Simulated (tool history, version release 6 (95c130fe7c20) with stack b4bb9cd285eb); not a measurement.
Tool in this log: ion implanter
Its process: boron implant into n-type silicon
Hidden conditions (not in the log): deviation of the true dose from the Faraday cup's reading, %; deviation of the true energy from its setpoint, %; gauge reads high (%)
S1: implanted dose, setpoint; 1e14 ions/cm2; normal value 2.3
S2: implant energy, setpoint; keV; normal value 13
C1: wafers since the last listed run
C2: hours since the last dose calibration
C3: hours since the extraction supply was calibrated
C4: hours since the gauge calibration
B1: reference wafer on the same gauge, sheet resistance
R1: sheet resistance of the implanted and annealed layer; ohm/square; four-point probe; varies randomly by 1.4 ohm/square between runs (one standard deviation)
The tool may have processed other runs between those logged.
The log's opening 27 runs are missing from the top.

Run 28, hour 2547.9: usual settings but S2 16.5 keV; C1 2110; C2 999; C3 1796.2; C4 1226.6; B1 436.17. Result: R1 426.27 ohm/square.
Run 29, hour 2586.5: usual settings but S1 1.99 1e14 ions/cm2, S2 11.5 keV; C1 1077; C2 1037.6; C3 1834.8; C4 1265.2; B1 437.51. Result: R1 501.62 ohm/square.
Run 30, hour 2642.5: usual settings but S1 2.94 1e14 ions/cm2, S2 15 keV; C1 1562; C2 1093.6; C3 1890.8; C4 1321.2; B1 436.67. Result: R1 352.27 ohm/square.
Run 31, hour 2694.2: usual settings but S1 1.75 1e14 ions/cm2, S2 15.5 keV; C1 1442; C2 1145.3; C3 1942.5; C4 1372.9; B1 436.61. Result: R1 538.32 ohm/square.
Run 32, hour 2795: usual settings; C1 2813; C2 1246.1; C3 2043.3; C4 1473.7; B1 436.61. Result: R1 440.21 ohm/square.
Run 33, hour 2864.9: usual settings but S2 11 keV; C1 1950; C2 1316; C3 2113.2; C4 1543.6; B1 437.27. Result: R1 445.26 ohm/square.
Run 34, hour 2928.3: usual settings but S1 2.7 1e14 ions/cm2, S2 14.5 keV; C1 1769; C2 1379.4; C3 2176.6; C4 1607; B1 436.98. Result: R1 379.56 ohm/square.
Run 35, hour 3019.6: usual settings; C1 2548; C2 1470.7; C3 2267.9; C4 1698.3; B1 436.5. Result: R1 436.19 ohm/square.
Run 36, hour 3077: usual settings; C1 1602; C2 1528.1; C3 2325.3; C4 1755.7; B1 436.44. Result: R1 434.73 ohm/square.

Branching from run 36: 5 alternative next runs. What would each branch give?
Run A, hour 3077.4: usual settings; C1 11; C2 1528.5; C3 2325.7; C4 1756.1; B1 ?. Result: R1 ?.
Run B, hour 3077.4: usual settings but S1 1.68 1e14 ions/cm2, S2 9 keV; C1 11; C2 1528.5; C3 2325.7; C4 1756.1; B1 ?. Result: R1 ?.
Run C, hour 3077.4: usual settings but S1 2.79 1e14 ions/cm2, S2 16.5 keV; C1 11; C2 1528.5; C3 2325.7; C4 1756.1; B1 ?. Result: R1 ?.
Run D, hour 3077.4: usual settings but S1 2.9 1e14 ions/cm2, S2 10.5 keV; C1 11; C2 1528.5; C3 2325.7; C4 1756.1; B1 ?. Result: R1 ?.
Run E, hour 3077.4: usual settings but S2 15.5 keV; C1 11; C2 1528.5; C3 2325.7; C4 1756.1; B1 ?. Result: R1 ?.

run      B1      R1
  A  436.94  434.78
  B  436.94  588.43
  C  436.94  361.19
  D  436.94  368.62
  E  436.94  425.42
The same runs, with their run-to-run variation unchanged, on a tool lacking any hidden condition would have given:
run      R1
  A  446.72
  B  604.31
  C  370.96
  D  378.94
  E  437.02
